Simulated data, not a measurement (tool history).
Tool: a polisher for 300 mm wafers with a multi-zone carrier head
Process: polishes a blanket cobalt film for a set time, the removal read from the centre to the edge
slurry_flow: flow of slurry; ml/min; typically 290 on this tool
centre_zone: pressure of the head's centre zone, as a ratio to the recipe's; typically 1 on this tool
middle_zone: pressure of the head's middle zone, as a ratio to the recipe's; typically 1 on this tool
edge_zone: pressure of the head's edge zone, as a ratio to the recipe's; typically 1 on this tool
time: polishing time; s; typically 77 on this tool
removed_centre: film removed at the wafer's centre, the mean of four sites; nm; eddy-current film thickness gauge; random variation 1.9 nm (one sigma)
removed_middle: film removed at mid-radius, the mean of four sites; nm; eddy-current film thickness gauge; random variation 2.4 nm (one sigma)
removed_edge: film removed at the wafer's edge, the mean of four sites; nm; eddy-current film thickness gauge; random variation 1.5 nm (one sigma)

run	day	slurry_flow	centre_zone	middle_zone	edge_zone	time	wafers since the last listed run	wafers polished on this pad	hours since the slurry nozzle was cleaned	hours since the centre zone pressure was calibrated	hours since the edge zone pressure was calibrated	hours since the carrier head's membrane was replaced	incoming thickness of the incoming film, nm	removed_centre	removed_middle	removed_edge
1	0	290	1	1	1	77	0	705	792.1	637.1	246	421.8	1366.7	195.6	183	192.3
# day 7.746: slurry nozzle cleaned
2	9.512	290	1	1	0.92	77	1537	2242	42.4	865.4	474.3	650.1	1340	175.5	169	171.6
# day 10.258: worn pad replaced by a new one
3	13.717	290	1	1	0.92	77	655	561	143.3	966.3	575.2	751	1329.8	189.9	192	190.3
4	15.25	245	1	1	1	77	248	810	180.1	1003.1	612	787.8	1352.3	192	184.5	189.6
5	19.546	245	1	1	1	77	697	1508	283.2	1106.2	715.1	890.9	1337.5	184	178.4	183.3
# day 21.975: worn pad replaced by a new one
6	22.196	335	1	1	1	77	403	36	346.8	1169.8	778.7	954.5	1330.8	196.5	196.7	199.6
# day 26.142: edge zone pressure recalibrated
7	26.162	290	1	1	1	77	630	666	442	1265	0.5	1049.7	1355.3	191.1	189.6	195.9
8	27.742	290	1	1	1	77	256	923	479.9	1302.9	38.4	1087.6	1347.5	193.2	186	190.6
9	29.262	290	1	1	1	77	246	1169	516.4	1339.4	74.9	1124.1	1319.5	189.9	184.2	189.2
10	31.575	290	1	1	1	77	375	1545	571.9	1394.9	130.4	1179.6	1333.2	189.8	183.6	187.8
11	33.454	290	1	1	1	77	305	1850	617	1440	175.5	1224.7	1359.8	182.5	180.7	182.2
12	35.108	370	1	0.92	0.89	96	268	2119	656.7	1479.7	215.2	1264.4	1356.1	226.8	206.7	217.9
# day 36.425: worn pad replaced by a new one
13	37.846	290	1.12	1	1.09	77	417	230	722.4	1545.4	280.9	1330.1	1312.8	220	190.5	201.2
# day 38.183: slurry nozzle cleaned
# day 38.8: centre zone pressure recalibrated
14	40.854	365	1	1	1	77	468	698	64.1	49.3	353.1	1402.3	1363	195.9	190.3	195.8
15	43.162	290	1	1	1	77	374	1073	119.5	104.7	408.5	1457.7	1343.5	191.2	185.5	190.3
16	45.612	325	0.97	1.12	0.93	77	397	1471	178.3	163.5	467.3	1516.5	1351.4	181	202	181.5
# day 46.925: carrier head's membrane replaced by a new one
17	47.583	290	1	1	1	77	286	1757	225.6	210.8	514.6	15.8	1348.3	179.5	180.3	178.4
18	50.117	290	1	1	1	77	411	2168	286.4	271.6	575.4	76.6	1346.6	172.3	168.5	174
# day 51.192: worn pad replaced by a new one
19	52.688	380	1	1	1	77	390	242	348.1	333.3	637.1	138.3	1333.1	200.5	190.1	200.2
20	55.292	290	1	1.08	1	77	422	665	410.6	395.8	699.6	200.8	1349.9	194.3	205.2	195.5
# day 61.642: edge zone pressure recalibrated
21	62.025	380	1.03	1.06	1	62	1079	1745	572.2	557.4	9.2	362.4	1353.7	156.3	153	149.7

Predict each of these 5 candidate next runs independently; none follows another, all start after run 21:
A	62.042	290	1	1	1	54	2	1748	572.6	557.8	9.6	362.8	1340.1	?	?	?
B	62.042	290	1	0.88	1	58	2	1748	572.6	557.8	9.6	362.8	1340.1	?	?	?
C	62.042	290	1	1.04	1.08	77	2	1748	572.6	557.8	9.6	362.8	1340.1	?	?	?
D	62.042	260	1	1.05	0.94	56	2	1748	572.6	557.8	9.6	362.8	1340.1	?	?	?
E	62.042	290	1.05	1	1	77	2	1748	572.6	557.8	9.6	362.8	1340.1	?	?	?

run	removed_centre	removed_middle	removed_edge
A	126.7	125.2	129.1
B	135.9	120.8	138.9
C	180.7	184.5	188.9
D	130	134	130.2
E	189.7	178.4	184.1
Had the tool no hidden state, the same runs would have come out as:
run	removed_centre	removed_middle	removed_edge
A	135.9	134.3	138.4
B	145.8	129.6	148.9
C	193.8	197.9	202.6
D	139.5	143.8	139.6
E	203.5	191.4	197.4
